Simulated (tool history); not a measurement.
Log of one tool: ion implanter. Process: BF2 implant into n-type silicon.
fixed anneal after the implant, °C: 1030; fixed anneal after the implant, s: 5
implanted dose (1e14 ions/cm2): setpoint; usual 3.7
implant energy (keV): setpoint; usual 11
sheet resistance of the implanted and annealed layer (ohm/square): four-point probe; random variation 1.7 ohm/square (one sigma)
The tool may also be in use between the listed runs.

run,hour,implanted dose (1e14 ions/cm2),implant energy (keV),"read-back reference wafer on the same gauge, sheet resistance",sheet resistance of the implanted and annealed layer (ohm/square)
1,0,3.7,11,312.03,344.15
2,17.1,3.7,11,312.2,345.63
3,33.8,3.7,11,311.95,338.17
4,46.7,3.7,11,311.95,340.55
5,72.7,3.7,11,312.17,342.09
6,93.1,3.7,11,312.03,346.02
7,107.9,3.7,11,311.91,346
8,131.7,3.7,11,312.1,343.75
9,153.9,3.7,11,312.16,343.02
10,170.7,4.23,10,311.87,326.56
11,205.1,3.7,13.5,312.06,327.96
# hour 215.4: extraction supply calibrated
12,228.4,3.7,13.5,311.82,327.36
13,263.7,3.7,13.5,311.75,328.14
14,293.7,3.46,13,312.1,344.01
15,317.6,3.7,14.5,311.93,326.75
16,332.3,3.7,11,311.85,346.67
17,349,3.7,11,312.02,343.47
18,361.2,3.2,14.5,312.09,357.64
# hour 374.8: gauge calibrated
19,397,3.7,11,312.06,345.23
20,417.6,3.34,8.5,312.02,395.84
# hour 449.7: Faraday cup replaced and dose calibrated
21,450.2,4.45,13.5,311.88,285.56
22,461.2,3.7,11,311.79,338.01
23,476.6,4.35,9,311.98,328.79
24,501.8,3.38,13,312.16,344.47
25,537.8,4.05,11,311.87,322.32
26,573.5,2.9,14,312.11,382.1
27,597.1,3.7,11,311.76,336.72
28,616.8,2.95,11,311.69,395.81

Forecast each of these 5 alternatives for the next run:
A,617.2,3.7,9.5,?,?
B,617.2,4.53,9,?,?
C,617.2,3.33,11,?,?
D,617.2,3.34,14.5,?,?
E,617.2,4.56,8,?,?

run,"read-back reference wafer on the same gauge, sheet resistance",sheet resistance of the implanted and annealed layer (ohm/square)
A,311.71,357.77
B,311.71,327.17
C,311.71,367.28
D,311.71,346
E,311.71,340.93
Without the tool's hidden state the same runs would have given:
run,sheet resistance of the implanted and annealed layer (ohm/square)
A,352.78
B,323.39
C,361.37
D,339.85
E,337.17
